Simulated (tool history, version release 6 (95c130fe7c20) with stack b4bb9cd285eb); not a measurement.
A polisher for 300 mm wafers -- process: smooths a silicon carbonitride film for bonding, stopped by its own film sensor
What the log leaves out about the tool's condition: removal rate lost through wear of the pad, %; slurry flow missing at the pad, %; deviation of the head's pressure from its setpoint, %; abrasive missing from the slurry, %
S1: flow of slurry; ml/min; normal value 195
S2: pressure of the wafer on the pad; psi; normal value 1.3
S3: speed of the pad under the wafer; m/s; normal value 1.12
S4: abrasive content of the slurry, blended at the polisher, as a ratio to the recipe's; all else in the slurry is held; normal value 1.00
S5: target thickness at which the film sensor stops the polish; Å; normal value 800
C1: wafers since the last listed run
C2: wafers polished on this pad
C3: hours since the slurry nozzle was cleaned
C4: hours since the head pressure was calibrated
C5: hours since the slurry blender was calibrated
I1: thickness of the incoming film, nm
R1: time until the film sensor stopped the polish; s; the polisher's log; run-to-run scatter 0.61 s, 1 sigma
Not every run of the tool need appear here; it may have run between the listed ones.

run     day   S1   S2    S3    S4   S5    C1    C2     C3      C4     C5    I1    R1
  1   0.000  195  1.3  1.12  1.00  800     0  6580  533.2   339.7  414.3  89.7  55.5
      1.138  -- slurry blender recalibrated
      1.904  -- worn pad replaced by a new one
  2   3.092  195  1.3  1.12  1.00  800   973   406  607.4   413.9   46.9  89.3  50.6
  3   6.500  195  1.3  1.12  1.00  800  1167  1573  689.2   495.7  128.7  90.3  56.5
      8.942  -- slurry nozzle cleaned
  4  18.625  195  1.3  1.12  0.95  800  4137  5710  232.4   786.7  419.7  88.9  53.3
     19.075  -- worn pad replaced by a new one
     21.017  -- slurry blender recalibrated
  5  22.029  195  1.3  1.12  1.00  800  1080   982  314.1   868.4   24.3  90.6  56.7
  6  26.392  195  1.3  1.12  1.00  800  1493  2476  418.8   973.1  129.0  89.9  54.1
  7  28.833  195  1.3  1.12  1.00  800   836  3312  477.4  1031.7  187.6  88.8  48.4
  8  32.008  195  1.3  1.12  1.00  780  1087  4399  553.6  1107.9  263.8  91.4  74.7
  9  35.633  195  1.3  1.12  1.00  780  1241  5640  640.6  1194.9  350.8  91.0  72.9
     37.412  -- slurry blender recalibrated
 10  38.458  195  1.3  1.12  1.00  800   938  6579  708.4  1262.7   25.1  90.2  55.3
     40.571  -- worn pad replaced by a new one
 11  41.138  195  1.3  1.12  1.00  800   860   193  772.7  1327.0   89.4  89.3  50.5
 12  42.650  195  1.3  1.12  1.00  800   517   711  809.0  1363.3  125.7  91.8  65.7
     43.196  -- slurry nozzle cleaned
     48.629  -- head pressure recalibrated
 13  50.833  195  1.3  0.98  1.00  800  2759  3470  183.3    52.9  322.1  90.2  64.2
 14  52.871  195  1.2  1.36  1.00  770   697  4168  232.2   101.8  371.0  90.6  72.3
     53.938  -- slurry blender recalibrated
 15  55.929  240  1.3  1.38  0.90  820  1018  5186  305.6   175.2   47.8  90.3  39.5
     58.088  -- worn pad replaced by a new one
 16  59.100  265  1.3  1.12  1.00  800  1028   346  381.7   251.3  123.9  90.3  55.8
 17  62.083  135  1.3  1.46  1.00  770  1021  1368  453.3   322.9  195.5  89.4  58.5
 18  66.154  195  1.3  1.12  1.00  800  1393  2762  551.0   420.6  293.2  90.6  60.9
 19  70.496  195  1.3  1.12  1.00  800  1486  4248  655.2   524.8  397.4  88.7  50.3
     70.988  -- slurry nozzle cleaned
     72.008  -- slurry blender recalibrated
 20  73.454  195  1.3  1.12  1.00  800   970  5219   59.2   595.8   34.7  91.1  61.2
     74.946  -- worn pad replaced by a new one
 21  77.983  195  1.3  1.12  1.20  840  1493  1039  167.9   704.5  143.4  90.3  31.7
 22  81.383  195  1.0  1.12  1.00  820  1164  2203  249.5   786.1  225.0  88.7  47.8
 23  85.512  195  1.3  1.12  0.85  800  1413  3617  348.6   885.2  324.1  90.1  62.6
 24  87.296  195  1.3  0.80  1.00  800   610  4228  391.4   928.0  366.9  91.8  87.9
 25  90.050  195  1.2  1.12  1.00  800   943  5171  457.5   994.1  433.0  90.3  63.7
     90.317  -- slurry blender recalibrated
 26  92.900  230  1.3  1.12  1.00  780   947  6118  525.9  1062.5   62.0  89.9  64.0
     93.508  -- worn pad replaced by a new one
 27  94.592  195  1.3  1.12  1.00  800   522   371  566.5  1103.1  102.6  90.8  58.6

Here are 3 independent what-if runs from the current tool condition. What would each one return?
  A  94.608  195  1.3  1.12  1.15  800   5  376  566.9  1103.5  103.0  89.7   ?
  B  94.608  255  1.3  1.12  0.75  800   5  376  566.9  1103.5  103.0  89.7   ?
  C  94.608  195  0.9  1.12  1.20  800   5  376  566.9  1103.5  103.0  89.7   ?

run    R1
  A  49.9
  B  61.5
  C  70.7
Stripped of hidden state, with their random variation kept, the same runs would have yielded:
run    R1
  A  49.8
  B  61.3
  C  70.5
